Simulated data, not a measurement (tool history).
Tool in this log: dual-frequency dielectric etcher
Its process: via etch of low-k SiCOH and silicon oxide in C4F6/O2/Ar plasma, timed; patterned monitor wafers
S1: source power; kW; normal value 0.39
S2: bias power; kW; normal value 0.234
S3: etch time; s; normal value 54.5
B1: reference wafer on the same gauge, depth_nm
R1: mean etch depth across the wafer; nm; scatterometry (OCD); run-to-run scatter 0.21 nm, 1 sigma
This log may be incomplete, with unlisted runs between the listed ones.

{"run": 1, "hour": 0.0, "S1": 0.39, "S2": 0.234, "S3": 54.5, "B1": 166, "R1": 143.5}
{"run": 2, "hour": 9.8, "S1": 0.39, "S2": 0.234, "S3": 54.5, "B1": 166, "R1": 143.4}
{"run": 3, "hour": 21.8, "S1": 0.39, "S2": 0.234, "S3": 54.5, "B1": 166.1, "R1": 144}
{"run": 4, "hour": 37.0, "S1": 0.39, "S2": 0.234, "S3": 54.5, "B1": 166.1, "R1": 143.4}
{"run": 5, "hour": 46.0, "S1": 0.39, "S2": 0.234, "S3": 54.5, "B1": 166, "R1": 143.9}
{"run": 6, "hour": 57.5, "S1": 0.39, "S2": 0.234, "S3": 54.5, "B1": 165.9, "R1": 143.9}
{"run": 7, "hour": 64.7, "S1": 0.41, "S2": 0.234, "S3": 54.5, "B1": 166, "R1": 147}
{"run": 8, "hour": 78.8, "S1": 0.39, "S2": 0.234, "S3": 54.5, "B1": 166, "R1": 144}
{"hour": 86.2, "done": "gauge calibrated"}
{"hour": 89.5, "done": "source power generator calibrated"}
{"run": 9, "hour": 90.0, "S1": 0.39, "S2": 0.234, "S3": 54.5, "B1": 165.9, "R1": 144.3}
{"run": 10, "hour": 99.8, "S1": 0.39, "S2": 0.234, "S3": 54.5, "B1": 165.9, "R1": 144.2}
{"hour": 106.3, "done": "bias power generator calibrated"}
{"run": 11, "hour": 112.1, "S1": 0.39, "S2": 0.234, "S3": 54.5, "B1": 166.1, "R1": 144.4}
{"run": 12, "hour": 121.3, "S1": 0.39, "S2": 0.234, "S3": 44.5, "B1": 166.1, "R1": 117.9}
{"run": 13, "hour": 128.8, "S1": 0.39, "S2": 0.286, "S3": 54.5, "B1": 166, "R1": 154.6}
{"run": 14, "hour": 138.6, "S1": 0.47, "S2": 0.234, "S3": 42.5, "B1": 166, "R1": 121}
{"hour": 165.8, "done": "upper electrode replaced"}
{"run": 15, "hour": 166.3, "S1": 0.39, "S2": 0.234, "S3": 69.5, "B1": 165.9, "R1": 184.1}
{"run": 16, "hour": 168.0, "S1": 0.39, "S2": 0.234, "S3": 47, "B1": 166, "R1": 124.7}
{"hour": 200.0, "done": "wet clean of the chamber"}
{"run": 17, "hour": 200.5, "S1": 0.39, "S2": 0.234, "S3": 54.5, "B1": 166, "R1": 142.3}
{"run": 18, "hour": 200.8, "S1": 0.36, "S2": 0.203, "S3": 61.5, "B1": 166, "R1": 148.6}
{"run": 19, "hour": 229.1, "S1": 0.39, "S2": 0.234, "S3": 54.5, "B1": 166.1, "R1": 143}
{"hour": 242.0, "done": "gauge calibrated"}
{"run": 20, "hour": 251.8, "S1": 0.49, "S2": 0.289, "S3": 46.5, "B1": 166, "R1": 142.8}

3 options for the next run, each taken on its own from the tool as it stands now. Forecast them:
{"run": "A", "hour": 252.2, "S1": 0.44, "S2": 0.234, "S3": 54.5, "B1": "?", "R1": "?"}
{"run": "B", "hour": 252.2, "S1": 0.36, "S2": 0.234, "S3": 44.5, "B1": "?", "R1": "?"}
{"run": "C", "hour": 252.2, "S1": 0.36, "S2": 0.198, "S3": 61.5, "B1": "?", "R1": "?"}

run=A B1=165.9 R1=149.6
run=B B1=165.9 R1=113.3
run=C B1=165.9 R1=147.9
The same runs, with their run-to-run variation unchanged, on a tool lacking any hidden condition would have given:
run=A R1=149.3
run=B R1=113
run=C R1=147.6
